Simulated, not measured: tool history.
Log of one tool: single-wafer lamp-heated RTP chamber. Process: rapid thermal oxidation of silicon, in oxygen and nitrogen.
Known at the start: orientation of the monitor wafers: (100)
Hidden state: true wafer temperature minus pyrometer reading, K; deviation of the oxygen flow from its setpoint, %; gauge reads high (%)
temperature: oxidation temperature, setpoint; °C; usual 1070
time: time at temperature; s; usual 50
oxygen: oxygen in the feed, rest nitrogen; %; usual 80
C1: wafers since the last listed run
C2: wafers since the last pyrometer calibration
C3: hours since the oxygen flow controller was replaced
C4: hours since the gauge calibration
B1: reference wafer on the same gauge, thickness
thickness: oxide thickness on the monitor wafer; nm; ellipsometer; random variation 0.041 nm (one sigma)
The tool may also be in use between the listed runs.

run 1 day=0 | temperature=1070 time=62 oxygen=80 | C1=0 C2=1231 C3=4485.6 C4=190.9 | B1=7.008 | thickness=9.136
run 2 day=2.238 | temperature=1070 time=62 oxygen=80 | C1=438 C2=1669 C3=4539.3 C4=244.6 | B1=7.014 | thickness=9.242
run 3 day=3.371 | temperature=1070 time=50 oxygen=80 | C1=221 C2=1890 C3=4566.5 C4=271.8 | B1=7.005 | thickness=8.438
run 4 day=5.979 | temperature=1070 time=50 oxygen=80 | C1=510 C2=2401 C3=4629.1 C4=334.4 | B1=7.004 | thickness=8.512
run 5 day=8.975 | temperature=1070 time=50 oxygen=80 | C1=586 C2=2988 C3=4701 C4=406.3 | B1=7.011 | thickness=8.57
run 6 day=10.304 | temperature=1070 time=50 oxygen=80 | C1=260 C2=3248 C3=4732.9 C4=438.2 | B1=7.011 | thickness=8.619
run 7 day=12.342 | temperature=1070 time=50 oxygen=80 | C1=398 C2=3647 C3=4781.8 C4=487.1 | B1=7.012 | thickness=8.734
run 8 day=13.467 | temperature=1050 time=50 oxygen=65 | C1=220 C2=3867 C3=4808.8 C4=514.1 | B1=7.01 | thickness=7.084
-- day=14.021 pyrometer window cleaned and pyrometer calibrated
run 9 day=15.271 | temperature=1050 time=50 oxygen=65 | C1=287 C2=244 C3=4852.1 C4=557.4 | B1=7.009 | thickness=6.685
run 10 day=17.608 | temperature=1070 time=50 oxygen=80 | C1=457 C2=701 C3=4908.2 C4=613.5 | B1=7.007 | thickness=8.272
run 11 day=19.829 | temperature=1070 time=50 oxygen=80 | C1=434 C2=1136 C3=4961.5 C4=666.8 | B1=7.011 | thickness=8.334
run 12 day=28.829 | temperature=1070 time=50 oxygen=80 | C1=1761 C2=2898 C3=5177.5 C4=882.8 | B1=7.01 | thickness=8.667
run 13 day=31.35 | temperature=1061 time=33 oxygen=80 | C1=493 C2=3392 C3=5238 C4=943.3 | B1=7.008 | thickness=6.881
-- day=33.95 pyrometer window cleaned and pyrometer calibrated
run 14 day=33.971 | temperature=1061 time=33 oxygen=80 | C1=447 C2=4 C3=5300.9 C4=1006.2 | B1=7.005 | thickness=6.446
run 15 day=35.854 | temperature=1061 time=33 oxygen=80 | C1=368 C2=372 C3=5346.1 C4=1051.4 | B1=7.022 | thickness=6.426
run 16 day=38.075 | temperature=1083 time=59 oxygen=80 | C1=434 C2=807 C3=5399.4 C4=1104.7 | B1=7.011 | thickness=9.66
run 17 day=39.546 | temperature=1070 time=50 oxygen=80 | C1=287 C2=1095 C3=5434.7 C4=1140 | B1=7.012 | thickness=8.323
-- day=42.242 oxygen flow controller replaced
run 18 day=42.262 | temperature=1070 time=50 oxygen=64 | C1=466 C2=1562 C3=0.5 C4=1205.2 | B1=7.002 | thickness=7.701
run 19 day=44.717 | temperature=1070 time=50 oxygen=80 | C1=480 C2=2042 C3=59.4 C4=1264.1 | B1=7.008 | thickness=8.445
run 20 day=46.154 | temperature=1045 time=50 oxygen=66 | C1=281 C2=2323 C3=93.9 C4=1298.6 | B1=7.012 | thickness=6.659
run 21 day=48.796 | temperature=1045 time=62 oxygen=80 | C1=517 C2=2841 C3=157.3 C4=1362 | B1=7.006 | thickness=8.069
run 22 day=51.279 | temperature=1061 time=33 oxygen=80 | C1=486 C2=3327 C3=216.9 C4=1421.6 | B1=7.006 | thickness=6.729
run 23 day=53.95 | temperature=1070 time=72 oxygen=80 | C1=522 C2=3850 C3=281 C4=1485.7 | B1=7.001 | thickness=10.304
-- day=55.038 pyrometer window cleaned and pyrometer calibrated
run 24 day=55.238 | temperature=1070 time=74 oxygen=80 | C1=186 C2=38 C3=311.9 C4=1516.6 | B1=7.009 | thickness=9.734
run 25 day=56.483 | temperature=1070 time=50 oxygen=59 | C1=243 C2=282 C3=341.8 C4=1546.5 | B1=7.007 | thickness=7.395
-- day=57.35 gauge calibrated
run 26 day=58.767 | temperature=1054 time=58 oxygen=98 | C1=446 C2=729 C3=396.6 C4=34 | B1=7.01 | thickness=8.518
run 27 day=61.296 | temperature=1090 time=50 oxygen=80 | C1=495 C2=1224 C3=457.3 C4=94.7 | B1=7.009 | thickness=9.536
run 28 day=62.896 | temperature=1070 time=40 oxygen=69 | C1=313 C2=1538 C3=495.7 C4=133.1 | B1=7.014 | thickness=7.278
run 29 day=65.012 | temperature=1070 time=50 oxygen=80 | C1=414 C2=1952 C3=546.5 C4=183.9 | B1=7.008 | thickness=8.575
run 30 day=66.379 | temperature=1070 time=58 oxygen=55 | C1=267 C2=2219 C3=579.3 C4=216.7 | B1=7.003 | thickness=7.99
run 31 day=67.783 | temperature=1045 time=50 oxygen=80 | C1=274 C2=2494 C3=613 C4=250.4 | B1=7.009 | thickness=7.275
run 32 day=70.254 | temperature=1089 time=50 oxygen=80 | C1=483 C2=2978 C3=672.3 C4=309.7 | B1=7.012 | thickness=9.737
run 33 day=71.325 | temperature=1084 time=50 oxygen=80 | C1=209 C2=3188 C3=698 C4=335.4 | B1=7.008 | thickness=9.376
run 34 day=73.408 | temperature=1070 time=50 oxygen=93 | C1=407 C2=3596 C3=748 C4=385.4 | B1=7.014 | thickness=9.203
-- day=73.9 pyrometer window cleaned and pyrometer calibrated
run 35 day=81.338 | temperature=1070 time=50 oxygen=98 | C1=1486 C2=1455 C3=938.3 C4=575.7 | B1=7.013 | thickness=9.049
run 36 day=83.396 | temperature=1070 time=37 oxygen=80 | C1=402 C2=1858 C3=987.7 C4=625.1 | B1=7.007 | thickness=7.475
run 37 day=85.583 | temperature=1057 time=31 oxygen=98 | C1=428 C2=2287 C3=1040.2 C4=677.6 | B1=7.004 | thickness=6.784
run 38 day=88.058 | temperature=1084 time=36 oxygen=56 | C1=484 C2=2771 C3=1099.6 C4=737 | B1=7.018 | thickness=7.144

How the hidden state differs across the entries between the runs, from the last listed run before each to the first after it:
Between runs 8 and 9: pyrometer window cleaned and pyrometer calibrated (day 14.021)
  true wafer temperature minus pyrometer reading, K: 10.7 -> 2.36
  measured less the result without the state, thickness: +0.496 -> +0.106 nm
Between runs 13 and 14: pyrometer window cleaned and pyrometer calibrated (day 33.95)
  true wafer temperature minus pyrometer reading, K: 10.5 -> 0.58
  measured less the result without the state, thickness: +0.462 -> +0.025 nm
Between runs 17 and 18: oxygen flow controller replaced (day 42.242)
  true wafer temperature minus pyrometer reading, K: 3.39 -> 4.75
  measured less the result without the state, thickness: +0.184 -> +0.238 nm
Between runs 23 and 24: pyrometer window cleaned and pyrometer calibrated (day 55.038)
  true wafer temperature minus pyrometer reading, K: 10.6 -> 1.51
  measured less the result without the state, thickness: +0.697 -> +0.097 nm
Between runs 25 and 26: gauge calibrated (day 57.35)
  true wafer temperature minus pyrometer reading, K: 2.14 -> 3.29
  measured less the result without the state, thickness: +0.103 -> +0.189 nm
Between runs 34 and 35: pyrometer window cleaned and pyrometer calibrated (day 73.9)
  true wafer temperature minus pyrometer reading, K: 10.7 -> 4.66
  measured less the result without the state, thickness: +0.623 -> +0.275 nm
